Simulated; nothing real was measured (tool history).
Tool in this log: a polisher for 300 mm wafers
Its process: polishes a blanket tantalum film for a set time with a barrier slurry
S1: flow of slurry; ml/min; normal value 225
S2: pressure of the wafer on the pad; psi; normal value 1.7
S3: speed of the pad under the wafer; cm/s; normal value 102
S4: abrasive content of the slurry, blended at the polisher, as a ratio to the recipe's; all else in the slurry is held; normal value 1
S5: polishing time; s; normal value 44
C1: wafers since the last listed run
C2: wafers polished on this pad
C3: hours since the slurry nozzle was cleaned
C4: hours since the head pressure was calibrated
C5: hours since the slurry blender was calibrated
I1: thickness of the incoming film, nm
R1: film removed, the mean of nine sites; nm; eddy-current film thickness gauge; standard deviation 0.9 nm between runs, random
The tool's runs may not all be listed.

run	hour	S1	S2	S3	S4	S5	C1	C2	C3	C4	C5	I1	R1
1	0	225	1.7	102	1.05	44	0	1705	506.5	500.6	52.8	339.8	70.5
2	20	225	1.7	102	1.05	44	277	1982	526.5	520.6	72.8	340.3	68.5
# hour 42.5: worn pad replaced by a new one, of another model than before
3	53.1	225	1.7	102	1.05	44	403	146	559.6	553.7	105.9	342.9	69.2
4	75.9	225	1.7	102	1	44	316	463	582.4	576.5	128.7	336.9	65.7
5	101	225	1.7	102	0.85	44	348	811	607.5	601.6	153.8	344.9	61.6
6	114.4	225	1.7	102	0.85	44	185	997	620.9	615	167.2	342.2	61.9
# hour 133.9: slurry nozzle cleaned
7	148.2	225	1.7	102	1	44	455	1452	14.3	648.8	201	339.6	62.9
# hour 154.2: slurry blender recalibrated
8	164.8	225	1.7	102	1	44	202	1655	30.9	665.4	10.6	335.7	69.7
9	191.4	225	1.7	102	1	44	369	2024	57.5	692	37.2	338.3	67.5
10	219.2	225	1.7	102	1	44	385	2409	85.3	719.8	65	335.9	68.1
# hour 234.4: head pressure recalibrated
11	234.9	225	1.5	102	1	47	190	2599	101	0.5	80.7	341.7	64.8
12	261.8	225	1.7	102	1	44	373	2973	127.9	27.4	107.6	340.2	66.9
# hour 267.6: worn pad replaced by a new one
13	294.4	225	1.7	102	1	44	396	371	160.5	60	140.2	345.9	65.2
14	308.6	225	2.1	102	1	44	197	568	174.7	74.2	154.4	342.7	78.3
15	332.4	225	1.7	102	1	44	330	898	198.5	98	178.2	340.1	64.3
16	360.2	225	1.7	76	0.85	44	385	1284	226.3	125.8	206	341.6	50.6
# hour 375.3: slurry blender recalibrated
17	375.8	225	2	102	1	56	188	1472	241.9	141.4	0.5	341.3	103.7
18	407.3	225	1.7	102	1	44	437	1909	273.4	172.9	32	344.2	71.4
19	422.6	225	1.1	102	1	44	212	2122	288.7	188.2	47.3	337.4	46.6
20	456.5	175	1.7	66	1	44	470	2592	322.6	222.1	81.2	347	49.8
# hour 467.8: worn pad replaced by a new one
21	473.1	225	1.7	118	1	44	174	73	339.2	238.7	97.8	338.1	72.5
22	494.3	225	1.7	102	1	44	294	367	360.4	259.9	119	343.7	66.5
23	512.5	150	2.1	102	0.8	48	252	620	378.6	278.1	137.2	339.3	69
24	569.8	160	1.7	102	1	59	794	1415	435.9	335.4	194.5	339	75.4
25	586.3	155	1.5	102	1.3	44	228	1644	452.4	351.9	211	338.5	51.5
# hour 617.5: slurry blender recalibrated
26	619.3	285	1.7	80	1	44	430	2074	485.4	384.9	1.8	343.3	63.7
27	636.1	160	1.7	102	1	59	233	2307	502.2	401.7	18.6	335.1	84.9
28	669.6	180	1.7	102	1	48	464	2771	535.7	435.2	52.1	338.2	70.7
# hour 679.5: worn pad replaced by a new one
29	697.7	225	1.7	102	1	44	334	252	563.8	463.3	80.2	339.6	67.4
30	715.6	225	1.4	102	1.15	44	248	500	581.7	481.2	98.1	341.7	58.1

A few steps of R1 between consecutive runs. Split each: what settings, incoming material and random variation would produce without the hidden state, and what is left over for the hidden state, along with gauge scatter present in only one of the two compared results (measured, and without hidden state):
Unlogged tool condition in this case: removal rate lost through wear of the pad, %; slurry flow missing at the pad, %; deviation of the head's pressure from its setpoint, %; abrasive missing from the slurry, %.
Run 7 -> 8: slurry blender recalibrated. R1 +6.8 nm: hidden state +7.4, all else -0.6.
Run 16 -> 17: S2 1.7 -> 2, S3 76 -> 102, S4 0.85 -> 1, S5 44 -> 56, slurry blender recalibrated. R1 +53.1 nm: hidden state +6.4, all else +46.7.
Run 17 -> 18: S2 2 -> 1.7, S5 56 -> 44. R1 -32.3 nm: hidden state -0.6, all else -31.7.
Run 18 -> 19: S2 1.7 -> 1.1. R1 -24.8 nm: hidden state +0.5, all else -25.3.
Run 25 -> 26: S1 155 -> 285, S2 1.5 -> 1.7, S3 102 -> 80, S4 1.3 -> 1, slurry blender recalibrated. R1 +12.2 nm: hidden state +6.3, all else +5.9.
